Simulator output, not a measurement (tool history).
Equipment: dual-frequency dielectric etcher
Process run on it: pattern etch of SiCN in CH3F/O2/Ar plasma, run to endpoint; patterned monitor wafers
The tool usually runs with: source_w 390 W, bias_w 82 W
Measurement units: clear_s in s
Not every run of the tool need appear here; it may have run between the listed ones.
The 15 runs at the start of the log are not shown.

run	hour	source_w	bias_w	wafers since the last listed run	hours since the last wet clean	hours since the last source power generator calibration	hours since the last bias power generator calibration	hours since the last upper electrode change	incoming incoming film thickness, nm	clear_s
16	826	390	82	381	100.3	276.6	5307	3137.6	6.62	18.9
17	881.4	390	82	760	155.7	332	5362.4	3193	6.7	19
18	952.5	440	82	976	226.8	403.1	5433.5	3264.1	6.62	17.4
19	1022.2	480	72	957	296.5	472.8	5503.2	3333.8	6.65	17.9
20	1083.4	300	63	840	357.7	534	5564.4	3395	6.64	24
# hour 1091.9: bias power generator calibrated
# hour 1154.2: upper electrode replaced
21	1154.7	390	82	594	429	605.3	62.8	0.5	6.59	18.6
22	1190.7	300	88	494	465	641.3	98.8	36.5	6.56	21.2
# hour 1252.1: wet clean of the chamber
23	1252.6	390	63	520	0.5	703.2	160.7	98.4	6.63	20.8
24	1299.1	320	64	638	47	749.7	207.2	144.9	6.55	22.8
25	1356.1	470	70	782	104	806.7	264.2	201.9	6.62	17.9
26	1393.9	390	82	519	141.8	844.5	302	239.7	6.55	19
27	1459.8	340	70	905	207.7	910.4	367.9	305.6	6.62	21.2
28	1490.2	340	94	417	238.1	940.8	398.3	336	6.61	19.2
29	1559.2	440	82	947	307.1	1009.8	467.3	405	6.62	17.8
30	1585.1	450	94	355	333	1035.7	493.2	430.9	6.62	16.4
31	1632.5	390	82	650	380.4	1083.1	540.6	478.3	6.59	18.4
32	1664.6	390	82	440	412.5	1115.2	572.7	510.4	6.63	18.7
# hour 1749: wet clean of the chamber
33	1749.5	430	94	836	0.5	1200.1	657.6	595.3	6.58	16.7

Predict each of these 5 candidate next runs independently; none follows another, all start after run 33:
A	1749.9	340	82	5	0.9	1200.5	658	595.7	6.54	?
B	1749.9	430	65	5	0.9	1200.5	658	595.7	6.54	?
C	1749.9	420	93	5	0.9	1200.5	658	595.7	6.54	?
D	1749.9	490	82	5	0.9	1200.5	658	595.7	6.54	?
E	1749.9	470	74	5	0.9	1200.5	658	595.7	6.54	?

run	clear_s
A	20.2
B	19.4
C	17.1
D	16.6
E	17.6
With the hidden condition removed and each run's random variation left untouched, the same runs would have given:
run	clear_s
A	20.2
B	19.4
C	17.1
D	16.6
E	17.6
